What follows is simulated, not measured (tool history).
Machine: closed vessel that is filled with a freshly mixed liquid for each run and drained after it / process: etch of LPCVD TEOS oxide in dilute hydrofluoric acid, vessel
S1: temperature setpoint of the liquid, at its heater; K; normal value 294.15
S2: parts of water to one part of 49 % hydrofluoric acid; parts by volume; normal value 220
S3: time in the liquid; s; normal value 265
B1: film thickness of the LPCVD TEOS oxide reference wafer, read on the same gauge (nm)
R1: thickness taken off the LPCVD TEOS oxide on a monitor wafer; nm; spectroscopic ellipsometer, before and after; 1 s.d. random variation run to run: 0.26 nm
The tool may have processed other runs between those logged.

run	day	S1	S2	S3	B1	R1
1	0	297.65	160	265	70.01	61.39
2	0.538	297.65	160	265	69.99	61.58
3	1	294.15	220	325	69.99	44.99
4	1.354	294.15	220	325	70.01	44.86
5	1.838	297.15	220	265	70	41.13
6	2.25	297.15	220	265	70.01	41.36
7	2.858	297.15	220	265	69.97	40.6
8	3.375	294.15	220	300	70.01	40.96
9	4.1	294.15	220	300	70.02	41.77
# day 5.496: thermometer replaced
# day 5.725: hydrofluoric acid flow meter replaced
# day 5.725: gauge calibrated
10	5.746	294.15	220	265	70.01	33.2
11	6.304	294.15	180	265	70.01	42.2
12	6.858	294.15	180	265	69.99	41.74
13	7.217	299.15	130	125	70.01	35.09

What does the tool deliver on the next run?
14	9.429	292.65	315	365	?	?

Run 14 measured B1 70.01, R1 27.64 nm.
If the tool had no hidden condition, the same run with the same run-to-run variation would have returned R1 27.3 nm.

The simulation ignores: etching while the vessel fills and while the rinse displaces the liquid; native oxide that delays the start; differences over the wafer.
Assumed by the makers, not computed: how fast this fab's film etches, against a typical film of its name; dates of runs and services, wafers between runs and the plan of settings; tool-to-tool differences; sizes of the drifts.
